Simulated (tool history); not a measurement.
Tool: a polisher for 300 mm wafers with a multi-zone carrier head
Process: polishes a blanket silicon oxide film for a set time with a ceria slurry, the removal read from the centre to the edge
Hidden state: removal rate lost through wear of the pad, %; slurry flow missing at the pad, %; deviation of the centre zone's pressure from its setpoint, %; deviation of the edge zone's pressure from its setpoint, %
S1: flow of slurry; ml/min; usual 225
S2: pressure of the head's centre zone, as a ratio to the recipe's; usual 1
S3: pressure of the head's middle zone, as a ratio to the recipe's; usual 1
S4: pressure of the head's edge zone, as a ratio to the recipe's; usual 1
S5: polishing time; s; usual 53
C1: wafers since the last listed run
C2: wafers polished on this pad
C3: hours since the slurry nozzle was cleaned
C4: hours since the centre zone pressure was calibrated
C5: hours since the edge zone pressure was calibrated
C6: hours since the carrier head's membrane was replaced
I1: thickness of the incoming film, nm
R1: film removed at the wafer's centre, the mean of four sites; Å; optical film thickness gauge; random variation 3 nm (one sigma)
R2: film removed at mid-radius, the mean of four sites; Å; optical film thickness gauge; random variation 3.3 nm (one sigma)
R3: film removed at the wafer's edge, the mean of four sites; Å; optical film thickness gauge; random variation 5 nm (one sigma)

run	day	S1	S2	S3	S4	S5	C1	C2	C3	C4	C5	C6	I1	R1	R2	R3
1	0	225	1	1	1	53	0	378	215	251.5	463	798.7	1430.9	4117	3822	3868
# day 0.408: slurry nozzle cleaned
2	0.517	225	1	1	1	53	124	503	2.6	263.9	475.4	811.1	1422	4129	3829	3998
# day 1.571: worn pad replaced by a new one
3	1.667	225	1	1	1	53	257	24	30.2	291.5	503	838.7	1441.1	4218	3845	3934
4	2.875	225	1	1	1	53	316	341	59.2	320.5	532	867.7	1405.1	4263	3876	3879
# day 4.904: worn pad replaced by a new one
# day 5.079: carrier head's membrane replaced by a new one
# day 5.275: centre zone pressure recalibrated
5	5.546	225	1	1	1	53	588	100	123.3	6.5	596.1	11.2	1424.1	4084	3831	3906
6	6.208	225	1	1	1	53	173	274	139.2	22.4	612	27.1	1413.4	4125	3851	3970
7	6.821	225	1	1	1	53	160	434	153.9	37.1	626.7	41.8	1424.9	4102	3882	3894
# day 7.533: worn pad replaced by a new one
8	7.567	225	1	1	1	43	151	9	171.8	55	644.6	59.7	1391.4	3337	3101	3141
9	8.471	225	1	1	1	53	236	246	193.5	76.7	666.3	81.4	1399.9	4173	3833	3987

Run 10 comes next. What will it give?
10	9.212	225	1	0.93	1	53	194	440	211.3	94.5	684.1	99.2	1418.4	?	?	?

{"run 10": {"R1": 4144, "R2": 3622, "R3": 3913}}
Without the tool's hidden state the same run would have given R1 3964 Å, R2 3623 Å, R3 3913 Å.
